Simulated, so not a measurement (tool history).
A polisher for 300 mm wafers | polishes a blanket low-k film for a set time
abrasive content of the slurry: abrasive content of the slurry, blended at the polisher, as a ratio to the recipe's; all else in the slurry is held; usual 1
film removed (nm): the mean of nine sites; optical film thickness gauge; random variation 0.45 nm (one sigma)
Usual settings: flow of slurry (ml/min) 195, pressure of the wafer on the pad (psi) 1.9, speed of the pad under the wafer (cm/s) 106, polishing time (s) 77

run	hour	flow of slurry (ml/min)	pressure of the wafer on the pad (psi)	speed of the pad under the wafer (cm/s)	abrasive content of the slurry	polishing time (s)	wafers since the last listed run	wafers polished on this pad	hours since the slurry nozzle was cleaned	hours since the head pressure was calibrated	hours since the slurry blender was calibrated	hours since the conditioning disc was replaced	incoming thickness of the incoming film, nm	film removed (nm)
1	0	235	1.9	98	1	77	0	295	225.8	1236.7	269.8	276.6	667	23.1
2	37	195	1.9	90	1	77	497	792	262.8	1273.7	306.8	313.6	662.6	21.7
# hour 71: slurry blender recalibrated
# hour 79.4: head pressure recalibrated
3	93.1	195	1.9	90	1	77	700	1493	318.9	13.7	22.1	369.7	671.7	21
# hour 131.2: conditioning disc replaced and pad reconditioned, repeated, since the last time left the tool worse
4	134.2	195	1.9	106	1	77	525	2018	360	54.8	63.2	3	654.8	30.3
5	171.3	195	1.9	106	1	77	498	2517	397.1	91.9	100.3	40.1	657.9	30.9
# hour 191.4: slurry nozzle cleaned
6	223.2	195	1.9	106	1	77	684	3201	31.8	143.8	152.2	92	652.6	29.4
7	267.4	225	1.9	74	0.85	77	594	3795	76	188	196.4	136.2	653.9	20.7
# hour 323.6: worn pad replaced by a new one
8	324.1	195	1.9	106	1	77	708	6	132.7	244.7	253.1	192.9	668.5	29.8
9	370.7	195	1.9	106	1	77	626	632	179.3	291.3	299.7	239.5	658.4	28.6
10	416.3	195	1.9	106	1	77	612	1245	224.9	336.9	345.3	285.1	652.3	28.1
11	445.1	195	1.9	106	1	77	387	1632	253.7	365.7	374.1	313.9	654.3	28.4
12	494.5	170	1.9	106	1	67	663	2296	303.1	415.1	423.5	363.3	669.3	23.4
# hour 498.8: slurry blender recalibrated
13	540.7	170	1.5	106	0.75	104	594	2890	349.3	461.3	41.9	409.5	663.1	24.9
14	576.4	195	1.9	106	1	77	479	3370	385	497	77.6	445.2	659.8	27.4
# hour 602.3: slurry nozzle cleaned
15	625.9	145	1.9	130	1.3	65	651	4022	23.6	546.5	127.1	494.7	663.1	27.8
# hour 670: conditioning disc replaced and pad reconditioned
16	671.2	160	1.9	124	0.75	53	581	4604	68.9	591.8	172.4	1.2	668.6	19.9
# hour 729.7: worn pad replaced by a new one
17	730.2	195	1.7	84	1	55	739	6	127.9	650.8	231.4	60.2	653.7	16.5
18	772.3	245	1.6	106	1	96	565	572	170	692.9	273.5	102.3	663.4	33.4
# hour 862.8: slurry blender recalibrated
19	891.1	195	1.9	106	1.2	92	1569	2142	288.8	811.7	28.3	221.1	649.5	37.9
20	917.5	195	1.9	106	1	92	354	2496	315.2	838.1	54.7	247.5	650.9	34.8
21	995.1	195	2.5	106	1	77	1042	3539	392.8	915.7	132.3	325.1	659.8	35.6
# hour 1009.3: slurry nozzle cleaned
22	1040.2	195	1.9	106	0.85	65	592	4132	30.9	960.8	177.4	370.2	662.1	21.1
23	1091.1	195	1.9	106	1	77	684	4816	81.8	1011.7	228.3	421.1	655.7	27.8
# hour 1131.9: conditioning disc replaced and pad reconditioned
# hour 1163.8: worn pad replaced by a new one
24	1164.3	195	1.9	106	1	62	903	6	155	1084.9	301.5	32.4	666.7	25
# hour 1213.9: slurry blender recalibrated
25	1214.7	195	1.4	74	0.8	102	650	657	205.4	1135.3	0.8	82.8	653.3	20.5
26	1248.9	195	1.9	106	1	77	459	1116	239.6	1169.5	35	117	660.3	29.8

Forecast each of these 3 alternatives for the next run:
A	1249.3	195	1.9	106	0.8	77	5	1122	240	1169.9	35.4	117.4	661.3	?
B	1249.3	195	1.9	106	1.15	77	5	1122	240	1169.9	35.4	117.4	661.3	?
C	1249.3	140	1.9	106	1	94	5	1122	240	1169.9	35.4	117.4	661.3	?

run	film removed (nm)
A	26.4
B	32.4
C	34.9
Without the tool's hidden state the same runs would have given:
run	film removed (nm)
A	27.6
B	34
C	36.6

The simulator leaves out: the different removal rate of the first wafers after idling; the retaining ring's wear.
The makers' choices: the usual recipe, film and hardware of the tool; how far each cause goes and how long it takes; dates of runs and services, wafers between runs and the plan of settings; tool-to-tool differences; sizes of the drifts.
